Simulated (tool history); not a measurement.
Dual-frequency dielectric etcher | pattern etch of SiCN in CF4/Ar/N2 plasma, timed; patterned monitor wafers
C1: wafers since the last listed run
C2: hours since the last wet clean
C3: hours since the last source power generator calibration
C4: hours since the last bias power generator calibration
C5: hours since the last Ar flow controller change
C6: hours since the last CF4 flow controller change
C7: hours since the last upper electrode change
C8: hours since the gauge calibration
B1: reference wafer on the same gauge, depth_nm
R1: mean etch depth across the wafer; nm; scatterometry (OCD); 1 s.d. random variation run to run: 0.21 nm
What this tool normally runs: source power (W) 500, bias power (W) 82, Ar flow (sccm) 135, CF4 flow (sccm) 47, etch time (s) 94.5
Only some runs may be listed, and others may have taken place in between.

{"run": 1, "hour": 0.0, "source power (W)": 500, "bias power (W)": 98, "Ar flow (sccm)": 135, "CF4 flow (sccm)": 40, "etch time (s)": 94.5, "C1": 0, "C2": 80.3, "C3": 3628.2, "C4": 489.9, "C5": 4713.7, "C6": 3857.3, "C7": 4944.9, "C8": 169.7, "B1": 93, "R1": 82.2}
{"hour": 72.3, "done": "source power generator calibrated"}
{"run": 2, "hour": 72.8, "source power (W)": 440, "bias power (W)": 82, "Ar flow (sccm)": 113, "CF4 flow (sccm)": 47, "etch time (s)": 94.5, "C1": 909, "C2": 153.1, "C3": 0.5, "C4": 562.7, "C5": 4786.5, "C6": 3930.1, "C7": 5017.7, "C8": 242.5, "B1": 93, "R1": 73.2}
{"run": 3, "hour": 100.0, "source power (W)": 500, "bias power (W)": 62, "Ar flow (sccm)": 135, "CF4 flow (sccm)": 47, "etch time (s)": 94.5, "C1": 359, "C2": 180.3, "C3": 27.7, "C4": 589.9, "C5": 4813.7, "C6": 3957.3, "C7": 5044.9, "C8": 269.7, "B1": 93, "R1": 74.2}
{"hour": 171.2, "done": "bias power generator calibrated, repeated, since the last time left the tool worse"}
{"run": 4, "hour": 171.7, "source power (W)": 500, "bias power (W)": 82, "Ar flow (sccm)": 106, "CF4 flow (sccm)": 50, "etch time (s)": 81.5, "C1": 894, "C2": 252, "C3": 99.4, "C4": 0.5, "C5": 4885.4, "C6": 4029, "C7": 5116.6, "C8": 341.4, "B1": 93.2, "R1": 74.6}
{"hour": 210.2, "done": "upper electrode replaced"}
{"run": 5, "hour": 210.7, "source power (W)": 500, "bias power (W)": 100, "Ar flow (sccm)": 135, "CF4 flow (sccm)": 40, "etch time (s)": 66.5, "C1": 198, "C2": 291, "C3": 138.4, "C4": 39.5, "C5": 4924.4, "C6": 4068, "C7": 0.5, "C8": 380.4, "B1": 92.9, "R1": 59.6}
{"run": 6, "hour": 309.1, "source power (W)": 500, "bias power (W)": 82, "Ar flow (sccm)": 135, "CF4 flow (sccm)": 53, "etch time (s)": 94.5, "C1": 1300, "C2": 389.4, "C3": 236.8, "C4": 137.9, "C5": 5022.8, "C6": 4166.4, "C7": 98.9, "C8": 478.8, "B1": 93, "R1": 85}
{"run": 7, "hour": 341.1, "source power (W)": 500, "bias power (W)": 100, "Ar flow (sccm)": 106, "CF4 flow (sccm)": 47, "etch time (s)": 94.5, "C1": 422, "C2": 421.4, "C3": 268.8, "C4": 169.9, "C5": 5054.8, "C6": 4198.4, "C7": 130.9, "C8": 510.8, "B1": 93.1, "R1": 90.5}
{"run": 8, "hour": 395.1, "source power (W)": 500, "bias power (W)": 75, "Ar flow (sccm)": 115, "CF4 flow (sccm)": 47, "etch time (s)": 94.5, "C1": 713, "C2": 475.4, "C3": 322.8, "C4": 223.9, "C5": 5108.8, "C6": 4252.4, "C7": 184.9, "C8": 564.8, "B1": 93.1, "R1": 82}
{"run": 9, "hour": 460.9, "source power (W)": 500, "bias power (W)": 82, "Ar flow (sccm)": 135, "CF4 flow (sccm)": 47, "etch time (s)": 119, "C1": 869, "C2": 541.2, "C3": 388.6, "C4": 289.7, "C5": 5174.6, "C6": 4318.2, "C7": 250.7, "C8": 630.6, "B1": 93.1, "R1": 104.3}
{"hour": 505.4, "done": "wet clean of the chamber"}
{"run": 10, "hour": 525.1, "source power (W)": 500, "bias power (W)": 82, "Ar flow (sccm)": 135, "CF4 flow (sccm)": 47, "etch time (s)": 74, "C1": 531, "C2": 19.7, "C3": 452.8, "C4": 353.9, "C5": 5238.8, "C6": 4382.4, "C7": 314.9, "C8": 694.8, "B1": 93.1, "R1": 64.9}
{"run": 11, "hour": 552.0, "source power (W)": 500, "bias power (W)": 82, "Ar flow (sccm)": 153, "CF4 flow (sccm)": 47, "etch time (s)": 94.5, "C1": 355, "C2": 46.6, "C3": 479.7, "C4": 380.8, "C5": 5265.7, "C6": 4409.3, "C7": 341.8, "C8": 721.7, "B1": 93.2, "R1": 81.5}
{"hour": 578.5, "done": "Ar flow controller replaced"}
{"run": 12, "hour": 740.7, "source power (W)": 500, "bias power (W)": 82, "Ar flow (sccm)": 135, "CF4 flow (sccm)": 47, "etch time (s)": 94.5, "C1": 2414, "C2": 235.3, "C3": 668.4, "C4": 569.5, "C5": 162.2, "C6": 4598, "C7": 530.5, "C8": 910.4, "B1": 93.1, "R1": 82.4}
{"hour": 920.7, "done": "CF4 flow controller replaced"}
{"run": 13, "hour": 921.2, "source power (W)": 460, "bias power (W)": 82, "Ar flow (sccm)": 117, "CF4 flow (sccm)": 47, "etch time (s)": 94.5, "C1": 2306, "C2": 415.8, "C3": 848.9, "C4": 750, "C5": 342.7, "C6": 0.5, "C7": 711, "C8": 1090.9, "B1": 93.2, "R1": 77.7}
{"run": 14, "hour": 960.8, "source power (W)": 440, "bias power (W)": 73, "Ar flow (sccm)": 135, "CF4 flow (sccm)": 36, "etch time (s)": 112, "C1": 523, "C2": 455.4, "C3": 888.5, "C4": 789.6, "C5": 382.3, "C6": 40.1, "C7": 750.6, "C8": 1130.5, "B1": 93, "R1": 77.4}
{"run": 15, "hour": 1003.2, "source power (W)": 500, "bias power (W)": 75, "Ar flow (sccm)": 115, "CF4 flow (sccm)": 47, "etch time (s)": 94.5, "C1": 560, "C2": 497.8, "C3": 930.9, "C4": 832, "C5": 424.7, "C6": 82.5, "C7": 793, "C8": 1172.9, "B1": 93.1, "R1": 82.6}
{"hour": 1060.7, "done": "wet clean of the chamber"}
{"run": 16, "hour": 1067.1, "source power (W)": 500, "bias power (W)": 82, "Ar flow (sccm)": 121, "CF4 flow (sccm)": 37, "etch time (s)": 74, "C1": 527, "C2": 6.4, "C3": 994.8, "C4": 895.9, "C5": 488.6, "C6": 146.4, "C7": 856.9, "C8": 1236.8, "B1": 93, "R1": 61.7}
{"run": 17, "hour": 1166.4, "source power (W)": 500, "bias power (W)": 68, "Ar flow (sccm)": 135, "CF4 flow (sccm)": 47, "etch time (s)": 83.5, "C1": 1312, "C2": 105.7, "C3": 1094.1, "C4": 995.2, "C5": 587.9, "C6": 245.7, "C7": 956.2, "C8": 1336.1, "B1": 93, "R1": 69}
{"run": 18, "hour": 1208.5, "source power (W)": 500, "bias power (W)": 98, "Ar flow (sccm)": 135, "CF4 flow (sccm)": 40, "etch time (s)": 94.5, "C1": 556, "C2": 147.8, "C3": 1136.2, "C4": 1037.3, "C5": 630, "C6": 287.8, "C7": 998.3, "C8": 1378.2, "B1": 93.2, "R1": 85.1}
{"run": 19, "hour": 1238.4, "source power (W)": 420, "bias power (W)": 82, "Ar flow (sccm)": 106, "CF4 flow (sccm)": 56, "etch time (s)": 107, "C1": 395, "C2": 177.7, "C3": 1166.1, "C4": 1067.2, "C5": 659.9, "C6": 317.7, "C7": 1028.2, "C8": 1408.1, "B1": 93, "R1": 85.2}
{"run": 20, "hour": 1431.4, "source power (W)": 500, "bias power (W)": 82, "Ar flow (sccm)": 121, "CF4 flow (sccm)": 37, "etch time (s)": 74, "C1": 2550, "C2": 370.7, "C3": 1359.1, "C4": 1260.2, "C5": 852.9, "C6": 510.7, "C7": 1221.2, "C8": 1601.1, "B1": 93, "R1": 61.8}
{"run": 21, "hour": 1474.4, "source power (W)": 500, "bias power (W)": 75, "Ar flow (sccm)": 113, "CF4 flow (sccm)": 47, "etch time (s)": 94.5, "C1": 568, "C2": 413.7, "C3": 1402.1, "C4": 1303.2, "C5": 895.9, "C6": 553.7, "C7": 1264.2, "C8": 1644.1, "B1": 93.1, "R1": 82.9}
{"run": 22, "hour": 1512.9, "source power (W)": 570, "bias power (W)": 100, "Ar flow (sccm)": 116, "CF4 flow (sccm)": 47, "etch time (s)": 94.5, "C1": 508, "C2": 452.2, "C3": 1440.6, "C4": 1341.7, "C5": 934.4, "C6": 592.2, "C7": 1302.7, "C8": 1682.6, "B1": 93.2, "R1": 103}

Predict each of these 3 candidate next runs independently; none follows another, all start after run 22:
{"run": "A", "hour": 1513.3, "source power (W)": 500, "bias power (W)": 82, "Ar flow (sccm)": 135, "CF4 flow (sccm)": 47, "etch time (s)": 94.5, "C1": 5, "C2": 452.6, "C3": 1441, "C4": 1342.1, "C5": 934.8, "C6": 592.6, "C7": 1303.1, "C8": 1683, "B1": "?", "R1": "?"}
{"run": "B", "hour": 1513.3, "source power (W)": 450, "bias power (W)": 72, "Ar flow (sccm)": 115, "CF4 flow (sccm)": 37, "etch time (s)": 94.5, "C1": 5, "C2": 452.6, "C3": 1441, "C4": 1342.1, "C5": 934.8, "C6": 592.6, "C7": 1303.1, "C8": 1683, "B1": "?", "R1": "?"}
{"run": "C", "hour": 1513.3, "source power (W)": 600, "bias power (W)": 73, "Ar flow (sccm)": 117, "CF4 flow (sccm)": 47, "etch time (s)": 94.5, "C1": 5, "C2": 452.6, "C3": 1441, "C4": 1342.1, "C5": 934.8, "C6": 592.6, "C7": 1303.1, "C8": 1683, "B1": "?", "R1": "?"}

run=A B1=93.1 R1=83.4
run=B B1=93.1 R1=68.8
run=C B1=93.1 R1=97.9
The same runs, with their run-to-run variation unchanged, on a tool lacking any hidden condition would have given:
run=A R1=82.9
run=B R1=68.3
run=C R1=97.2

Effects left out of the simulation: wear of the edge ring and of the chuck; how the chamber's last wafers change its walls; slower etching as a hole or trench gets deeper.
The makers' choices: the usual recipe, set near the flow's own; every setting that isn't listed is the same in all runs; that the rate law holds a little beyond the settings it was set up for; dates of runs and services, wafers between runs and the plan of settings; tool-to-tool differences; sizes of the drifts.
